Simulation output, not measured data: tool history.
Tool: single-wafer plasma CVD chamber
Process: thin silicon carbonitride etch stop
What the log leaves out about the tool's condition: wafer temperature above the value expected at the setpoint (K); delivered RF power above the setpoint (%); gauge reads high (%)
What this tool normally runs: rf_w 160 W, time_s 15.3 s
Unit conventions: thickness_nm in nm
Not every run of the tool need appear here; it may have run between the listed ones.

run    hour  rf_w  time_s  wafers since the last listed run  hours since the last thermocouple change  hours since the last RF generator calibration  hours since the showerhead was replaced  hours since the gauge calibration  read-back reference wafer on the same gauge, thickness_nm  thickness_nm
  1       0   170    15.3                                 0                                    2328.1                                          642.4                                   5793.5                              349.9                                                      7.868         7.934
  2    84.7   160    12.9                              3315                                    2412.8                                          727.1                                   5878.2                              434.6                                                      7.864         6.557
  3   120.8   160    12.9                              1413                                    2448.9                                          763.2                                   5914.3                              470.7                                                      7.875         6.584
  4   163.5   160    15.3                              1671                                    2491.6                                          805.9                                     5957                              513.4                                                      7.873         7.835
  5     229   160    15.3                              2564                                    2557.1                                          871.4                                   6022.5                              578.9                                                      7.865          7.77
  6   296.8   180    14.1                              2654                                    2624.9                                          939.2                                   6090.3                              646.7                                                      7.861         7.397
  7   355.4   160    14.1                              2293                                    2683.5                                          997.8                                   6148.9                              705.3                                                      7.878         7.177
  8   426.6   160    14.1                              2787                                    2754.7                                           1069                                   6220.1                              776.5                                                      7.865         7.149
      515.2  -- gauge calibrated
  9   533.3   160    14.1                              4176                                    2861.4                                         1175.7                                   6326.8                               18.1                                                      7.869         7.139
      542.9  -- thermocouple changed; heater temperature recalibrated
 10   575.5   160    15.3                              1338                                      32.6                                         1217.9                                     6369                               60.3                                                      7.869         7.764
 11   659.8   160    13.4                              3299                                     116.9                                         1302.2                                   6453.3                              144.6                                                       7.87         6.805
 12   708.4   190    13.2                              1902                                     165.5                                         1350.8                                   6501.9                              193.2                                                      7.867         6.919
 13   798.7   135    13.1                              3534                                     255.8                                         1441.1                                   6592.2                              283.5                                                       7.87         6.377
      836.4  -- RF generator calibrated
 14   839.5   160    15.3                              1283                                     296.6                                            3.1                                     6633                              324.3                                                      7.875         7.799
 15   903.5   160    17.4                              2505                                     360.6                                           67.1                                     6697                              388.3                                                      7.881         8.867
 16   985.6   170    15.3                              3213                                     442.7                                          149.2                                   6779.1                              470.4                                                      7.874           7.9
     1088.2  -- showerhead replaced
 17  1088.7   150    18.2                              3722                                     545.8                                          252.3                                      0.5                              573.5                                                      7.884         9.169
       1224  -- gauge calibrated
 18  1316.4   135    13.8                              8913                                     773.5                                            480                                    228.2                               92.4                                                      7.859          6.76
 19    1363   150    15.3                              1824                                     820.1                                          526.6                                    274.8                                139                                                      7.867         7.704
 20  1408.1   145    12.4                              1765                                     865.2                                          571.7                                    319.9                              184.1                                                      7.866         6.199

List, for all runs, the conditions of the tool that the log does not record:
wafer temperature above the value expected at the setpoint (K): 0 on each run
gauge reads high (%): 0 on each run
H1: delivered RF power above the setpoint (%)
run     H1
  1   -1.3
  2  -1.64
  3   -1.8
  4  -1.99
  5  -2.31
  6  -2.67
  7  -3.01
  8  -3.44
  9  -4.14
 10  -4.43
 11  -5.05
 12  -5.43
 13  -6.17
 14  -1.99
 15  -2.01
 16  -2.06
 17  -2.18
 18  -2.67
 19   -2.8
 20  -2.95

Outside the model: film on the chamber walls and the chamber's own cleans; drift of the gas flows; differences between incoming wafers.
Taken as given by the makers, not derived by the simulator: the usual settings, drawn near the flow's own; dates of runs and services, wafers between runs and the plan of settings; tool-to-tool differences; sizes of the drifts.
